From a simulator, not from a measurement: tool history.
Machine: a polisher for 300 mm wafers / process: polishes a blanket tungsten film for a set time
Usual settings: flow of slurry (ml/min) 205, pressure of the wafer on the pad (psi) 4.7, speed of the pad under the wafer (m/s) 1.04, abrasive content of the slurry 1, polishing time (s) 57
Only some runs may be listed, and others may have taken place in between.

run,hour,flow of slurry (ml/min),pressure of the wafer on the pad (psi),speed of the pad under the wafer (m/s),abrasive content of the slurry,polishing time (s),"incoming thickness of the incoming film, nm",film removed (angstrom)
1,0,205,4.7,1.04,1,49,1004.2,3391
2,44.2,205,4.7,1.04,1,49,1019.8,3413
3,112.1,205,4.7,1.04,1,49,1027.2,3430
4,149.3,205,4.7,1.04,1,50,1006,3464
# hour 181.9: slurry tank refilled with fresh slurry and peroxide
# hour 194.3: worn pad replaced by a new one
5,233.2,205,4.7,1.04,1,50,1012.2,3417
# hour 247.2: slurry nozzle cleaned
6,271.8,205,4.7,1.04,1,50,1023.4,3586
7,315.5,205,4.7,0.84,1,57,998.7,3293
8,356.9,205,4.7,0.84,1,57,1000,3314
# hour 388.2: slurry blender recalibrated
9,443.4,205,4.7,0.84,1,57,1016.2,3314
10,550.5,205,4.7,1.04,1,57,1022.2,4072
# hour 561.3: head pressure recalibrated
11,616.9,205,4.7,1.04,1,57,1002.1,4079
# hour 643.1: slurry tank refilled with fresh slurry and peroxide
# hour 648.6: worn pad replaced by a new one
12,661,205,4.7,1.32,1,57,1015.4,5001
13,720.6,205,4.7,1.04,1,57,1008.4,4031
14,773.5,205,3.6,1.04,1,64,1002.1,3738
# hour 811.8: slurry blender recalibrated
15,880.5,185,4.7,1.04,1,57,997.3,3903
16,949.1,205,4.7,1.04,1,57,995.1,3960
17,1021.7,205,3.8,1.04,0.8,57,1028,3185
# hour 1088.6: slurry tank refilled with fresh slurry and peroxide
# hour 1091.1: worn pad replaced by a new one
# hour 1092.3: slurry nozzle cleaned
18,1110.4,205,4.7,1.04,1.3,57,994.4,4412
19,1308.3,205,4.7,0.86,0.85,57,1010.4,3260
# hour 1340: slurry blender recalibrated
20,1384.2,205,4.7,0.84,1,57,1030.5,3295
# hour 1415: head pressure recalibrated
21,1476.5,205,4.2,1.04,0.8,41,1010.8,2562
22,1554.3,205,4.7,1.04,1,50,1003.3,3464
# hour 1562.1: slurry tank refilled with fresh slurry and peroxide
# hour 1621.8: worn pad replaced by a new one
23,1653.6,155,6,1.04,0.9,57,1020.4,4585
# hour 1736.5: slurry nozzle cleaned
24,1744.2,205,4.7,1.04,1,57,1010.9,4180
# hour 1778.7: slurry blender recalibrated
25,1813.2,205,4.7,1.16,1,57,1009.7,4625
26,1919.3,205,4.7,1.32,1,57,1000.1,5180

Here are 4 independent what-if runs from the current tool condition. What would each one return?
A,1919.7,150,4.7,1.04,1,57,1007.2,?
B,1919.7,205,5.3,1.04,1,57,1007.2,?
C,1919.7,170,4.7,0.82,1,38,1007.2,?
D,1919.7,150,4.7,1.04,1,65,1007.2,?

run,film removed (angstrom)
A,3947
B,4508
C,2114
D,4501
The same runs, with their run-to-run variation unchanged, on a tool lacking any hidden condition would have given:
run,film removed (angstrom)
A,4010
B,4565
C,2144
D,4572
